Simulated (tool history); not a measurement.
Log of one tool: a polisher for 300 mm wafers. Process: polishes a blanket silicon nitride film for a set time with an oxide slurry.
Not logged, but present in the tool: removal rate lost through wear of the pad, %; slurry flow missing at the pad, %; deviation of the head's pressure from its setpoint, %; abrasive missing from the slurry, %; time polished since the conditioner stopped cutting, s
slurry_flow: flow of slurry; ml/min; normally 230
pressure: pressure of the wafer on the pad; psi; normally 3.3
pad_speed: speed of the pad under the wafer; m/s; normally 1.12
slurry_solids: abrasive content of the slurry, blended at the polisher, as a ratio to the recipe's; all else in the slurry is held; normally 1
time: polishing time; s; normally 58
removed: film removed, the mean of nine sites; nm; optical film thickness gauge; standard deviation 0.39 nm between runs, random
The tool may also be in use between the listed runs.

run    hour  slurry_flow  pressure  pad_speed  slurry_solids  time  wafers since the last listed run  wafers polished on this pad  hours since the slurry nozzle was cleaned  hours since the head pressure was calibrated  hours since the slurry blender was calibrated  hours since the conditioning disc was replaced  incoming thickness of the incoming film, nm  removed
  1       0          230       3.3       1.12           1.15    58                                 0                           50                                      240.5                                          90.3                                          238.8                                           309.1                                        519.1     42.4
       23.4  -- conditioning disc replaced and pad reconditioned
  2   100.3          230       3.3       1.12           1.15    58                              1269                         1320                                      340.8                                         190.6                                          339.1                                            76.9                                        526.7     43.9
      147.9  -- slurry blender recalibrated
  3   151.3          230       3.3       1.12           1.15    58                               632                         1953                                      391.8                                         241.6                                            3.4                                           127.9                                        514.5     43.7
      166.2  -- slurry nozzle cleaned
  4   192.4          230       3.3       1.12              1    58                               517                         2471                                       26.2                                         282.7                                           44.5                                             169                                        528.3     41.1
      255.8  -- worn pad replaced by a new one
  5   285.5          230       3.3       1.12              1    58                              1150                          383                                      119.3                                         375.8                                          137.6                                           262.1                                        513.4     40.8
      386.9  -- conditioning disc replaced and pad reconditioned
      560.7  -- worn pad replaced by a new one
      561.6  -- slurry nozzle cleaned
  6   602.9          230       3.3       1.12              1    58                              4011                          534                                       41.3                                         693.2                                            455                                             216                                        520.5     41.3
      611.9  -- slurry blender recalibrated
  7   680.8          230       3.3       1.12              1    58                               980                         1514                                      119.2                                         771.1                                           68.9                                           293.9                                        520.4     40.6
      726.9  -- conditioning disc replaced and pad reconditioned
  8   727.4          230       3.3       1.12              1    58                               576                         2090                                      165.8                                         817.7                                          115.5                                             0.5                                        518.1     42.3
        778  -- head pressure recalibrated
  9     826          230       3.3       1.12           1.15    58                              1247                         3338                                      264.4                                            48                                          214.1                                            99.1                                        515.7       43
        846  -- worn pad replaced by a new one
 10   918.2          230       3.3       1.12              1    58                              1139                          932                                      356.6                                         140.2                                          306.3                                           191.3                                        523.9     40.3
 11   967.9          255       3.3       1.12              1    72                               641                         1574                                      406.3                                         189.9                                            356                                             241                                        523.7     50.7
 12  1021.6          230       3.3       1.12            0.9    58                               693                         2268                                        460                                         243.6                                          409.7                                           294.7                                        524.4     37.6
     1039.6  -- slurry nozzle cleaned
     1047.8  -- slurry blender recalibrated
 13  1085.7          305         4       1.12            0.8    58                               789                         3057                                       46.1                                         307.7                                           37.9                                           358.8                                        523.2     42.7
     1099.9  -- conditioning disc replaced and pad reconditioned
     1133.6  -- worn pad replaced by a new one
 14    1188          280       3.3       1.12              1    42                              1243                          702                                      148.4                                           410                                          140.2                                            88.1                                        528.4     30.3
 15  1368.2          230       3.3       1.12            1.1    64                              2327                         3029                                      328.6                                         590.2                                          320.4                                           268.3                                        519.2     47.9
     1421.3  -- slurry nozzle cleaned
     1430.4  -- conditioning disc replaced and pad reconditioned
       1445  -- worn pad replaced by a new one
 16  1451.5          230       3.3       1.12              1    69                               985                           84                                       30.2                                         673.5                                          403.7                                            21.1                                        523.6     48.2

Below are 5 alternative next runs, each starting from the tool's condition after run 16. Predict each:
  A  1451.9          230       3.3       1.12            1.3    58                                 5                           89                                       30.6                                         673.9                                          404.1                                            21.5                                        511.9        ?
  B  1451.9          180       3.3       1.12              1    43                                 5                           89                                       30.6                                         673.9                                          404.1                                            21.5                                        511.9        ?
  C  1451.9          295       3.3       1.12              1    38                                 5                           89                                       30.6                                         673.9                                          404.1                                            21.5                                        511.9        ?
  D  1451.9          230       2.3       0.98              1    39                                 5                           89                                       30.6                                         673.9                                          404.1                                            21.5                                        511.9        ?
  E  1451.9          230       3.3       1.12              1    38                                 5                           89                                       30.6                                         673.9                                          404.1                                            21.5                                        511.9        ?

run  removed
  A     47.5
  B     29.5
  C     27.8
  D     17.7
  E       27
Take away the tool's hidden state, keep each run's random variation, and the runs would have read:
run  removed
  A     45.3
  B     28.1
  C     26.5
  D     16.9
  E     25.8
